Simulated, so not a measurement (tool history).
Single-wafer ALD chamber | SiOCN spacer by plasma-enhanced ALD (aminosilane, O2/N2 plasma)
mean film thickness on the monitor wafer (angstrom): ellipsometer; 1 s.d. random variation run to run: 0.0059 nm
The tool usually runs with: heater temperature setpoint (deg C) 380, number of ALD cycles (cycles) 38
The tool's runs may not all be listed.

run,day,heater temperature setpoint (deg C),number of ALD cycles (cycles),"read-back reference wafer on the same gauge, thickness_nm",mean film thickness on the monitor wafer (angstrom)
1,0.000,380,38,2.203,23.99
2,0.617,380,34,2.205,21.52
3,1.554,380,38,2.208,24.04
4,2.146,380,38,2.208,24.01
5,2.979,380,38,2.211,23.99
6,4.296,380,38,2.214,24.04
7,5.729,376,41,2.219,26.00
8,6.762,376,41,2.219,26.05
9,7.633,376,41,2.222,25.98
10,8.329,384,38,2.223,24.02
11,9.150,380,38,2.225,24.10
12,9.779,380,33,2.225,20.97
13,10.929,380,33,2.226,21.12
14,11.667,380,38,2.230,24.20
15,12.333,380,38,2.230,24.31
16,13.112,380,38,2.229,24.15
17,13.908,380,38,2.229,24.21
18,15.133,380,38,2.232,24.23
# day 16.246: thermocouple changed; heater temperature recalibrated
19,16.267,380,38,2.233,24.24
20,17.175,380,38,2.232,24.23
21,18.358,392,38,2.235,24.30
22,19.738,369,31,2.238,19.83
23,20.925,380,33,2.237,21.03
24,24.375,391,41,2.238,26.20
25,24.879,392,41,2.237,26.29
26,25.808,369,44,2.241,28.18
27,26.488,373,36,2.240,23.02
28,27.458,376,41,2.239,26.24
29,27.996,366,33,2.240,21.15
30,28.600,394,43,2.240,27.52
31,29.842,366,41,2.239,26.29
# day 30.546: gauge calibrated
32,30.917,385,44,2.194,27.64
33,32.038,380,38,2.200,23.80
34,32.938,380,34,2.201,21.41
35,34.238,384,43,2.207,27.11
36,35.475,392,41,2.211,25.86
37,36.029,387,34,2.212,21.53
38,37.092,394,36,2.216,22.80
39,38.117,366,41,2.216,26.00
40,39.500,387,44,2.219,27.84
41,40.671,375,38,2.224,24.08
42,42.012,394,33,2.225,20.99
43,42.833,389,44,2.229,27.97

What if the next run were any one of these 3? Each begins from the tool's condition after run 43:
A,42.854,389,38,?,?
B,42.854,368,40,?,?
C,42.854,380,32,?,?

run,"read-back reference wafer on the same gauge, thickness_nm",mean film thickness on the monitor wafer (angstrom)
A,2.228,24.23
B,2.228,25.50
C,2.228,20.40
With no hidden state in the tool, these same runs would have given:
run,mean film thickness on the monitor wafer (angstrom)
A,23.82
B,25.07
C,20.06

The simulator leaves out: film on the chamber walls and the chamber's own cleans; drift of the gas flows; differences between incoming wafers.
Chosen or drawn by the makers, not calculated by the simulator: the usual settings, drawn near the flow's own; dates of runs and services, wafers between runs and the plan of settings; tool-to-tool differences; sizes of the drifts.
